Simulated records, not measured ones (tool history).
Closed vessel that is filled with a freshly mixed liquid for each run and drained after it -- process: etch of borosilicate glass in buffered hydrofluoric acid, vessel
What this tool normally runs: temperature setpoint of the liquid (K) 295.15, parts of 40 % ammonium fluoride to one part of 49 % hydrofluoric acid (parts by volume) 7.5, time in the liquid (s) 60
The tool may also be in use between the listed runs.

run     day  temperature setpoint of the liquid (K)  parts of 40 % ammonium fluoride to one part of 49 % hydrofluoric acid (parts by volume)  time in the liquid (s)  read-back film thickness of the borosilicate glass reference wafer, read on the same gauge (nm)  thickness taken off the borosilicate glass on a monitor wafer (angstrom)
  1   0.000                                  296.65                                                                                      7.5                      60                                                                                            60.01                                                                    1043.2
      1.962  -- thermometer replaced
  2   2.975                                  295.15                                                                                      7.5                      60                                                                                            59.98                                                                     930.0
  3   4.342                                  297.65                                                                                      7.5                      60                                                                                            60.01                                                                    1059.4
      5.383  -- gauge calibrated
  4   5.779                                  297.65                                                                                      7.5                      60                                                                                            60.00                                                                    1057.8
  5   8.558                                  297.65                                                                                      7.5                      60                                                                                            59.99                                                                    1058.9
  6  10.462                                  295.15                                                                                      7.5                      60                                                                                            60.00                                                                     939.2
  7  11.888                                  295.15                                                                                      7.5                      60                                                                                            60.01                                                                     935.2
  8  13.075                                  295.15                                                                                      7.5                      60                                                                                            60.00                                                                     938.0
  9  15.517                                  295.15                                                                                      7.5                      60                                                                                            59.99                                                                     945.2
 10  18.358                                  297.15                                                                                      7.5                      60                                                                                            59.99                                                                    1050.4
 11  20.033                                  299.15                                                                                      7.5                      60                                                                                            59.99                                                                    1191.3
 12  24.296                                  298.65                                                                                      9.0                      60                                                                                            60.01                                                                     930.4
 13  25.767                                  295.15                                                                                      7.5                      60                                                                                            59.97                                                                     969.7
     26.212  -- hydrofluoric acid flow meter replaced
 14  28.404                                  295.15                                                                                      7.5                      30                                                                                            60.00                                                                     460.4
 15  33.758                                  299.15                                                                                     10.0                      70                                                                                            59.98                                                                    1015.0
 16  36.183                                  292.65                                                                                      7.5                      60                                                                                            60.03                                                                     812.7
 17  38.096                                  297.15                                                                                      6.0                      95                                                                                            59.96                                                                    2063.1
 18  39.692                                  296.65                                                                                      9.0                      60                                                                                            59.99                                                                     834.2
 19  42.558                                  297.65                                                                                      7.5                      60                                                                                            59.97                                                                    1079.1
 20  45.496                                  295.15                                                                                      6.0                      70                                                                                            60.03                                                                    1386.1
 21  47.221                                  295.15                                                                                      7.5                      30                                                                                            60.02                                                                     476.7
 22  48.804                                  295.15                                                                                      5.0                      60                                                                                            60.00                                                                    1366.7
 23  50.988                                  291.65                                                                                      9.0                      50                                                                                            60.04                                                                     538.4

Run 24, settings as shown, results not yet in. Your forecast:
 24  52.046                                  293.65                                                                                      6.0                      60                                                                                                ?                                                                         ?

{"run 24": {"read-back film thickness of the borosilicate glass reference wafer, read on the same gauge (nm)": 59.98, "thickness taken off the borosilicate glass on a monitor wafer (angstrom)": 1090.3}}
On a tool with no hidden condition, and with the same random variation, this run would have come out at thickness taken off the borosilicate glass on a monitor wafer (angstrom) 1013.3.
